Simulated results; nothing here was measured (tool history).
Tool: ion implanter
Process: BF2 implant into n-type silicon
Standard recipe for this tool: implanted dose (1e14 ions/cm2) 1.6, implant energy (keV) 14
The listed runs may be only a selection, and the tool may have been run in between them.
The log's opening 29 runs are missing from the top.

| run | hour | implanted dose (1e14 ions/cm2) | implant energy (keV) | read-back reference wafer on the same gauge, sheet resistance | sheet resistance of the implanted and annealed layer (ohm/square) |
|---|---|---|---|---|---|
| 30 | 1017.2 | 1.39 | 12 | 726.41 | 826.19 |
| 31 | 1035.9 | 1.6 | 14 | 727.15 | 710.05 |
| 32 | 1056.9 | 1.6 | 16 | 727.25 | 696.7 |
| 33 | 1078.3 | 1.6 | 17.5 | 726.91 | 694.31 |
| 34 | 1098.8 | 1.92 | 10 | 726.68 | 636.16 |
| 35 | 1204 | 1.6 | 14 | 727.06 | 713.46 |
| 36 | 1233.5 | 1.16 | 10.5 | 726.06 | 979.83 |
| 37 | 1257.6 | 1.75 | 14 | 726.36 | 661.29 |

What if the next run were any one of these 4? Each begins from the tool's condition after run 37:
| A | 1258 | 1.6 | 14 | ? | ? |
| B | 1258 | 1.6 | 12 | ? | ? |
| C | 1258 | 1.28 | 11.5 | ? | ? |
| D | 1258 | 1.83 | 19 | ? | ? |

| run | read-back reference wafer on the same gauge, sheet resistance | sheet resistance of the implanted and annealed layer (ohm/square) |
|---|---|---|
| A | 726.69 | 714.54 |
| B | 726.69 | 729.27 |
| C | 726.69 | 892.79 |
| D | 726.69 | 611.16 |
Without the tool's unlogged condition, the same runs would have read:
| run | sheet resistance of the implanted and annealed layer (ohm/square) |
|---|---|
| A | 714.54 |
| B | 729.27 |
| C | 892.79 |
| D | 611.16 |
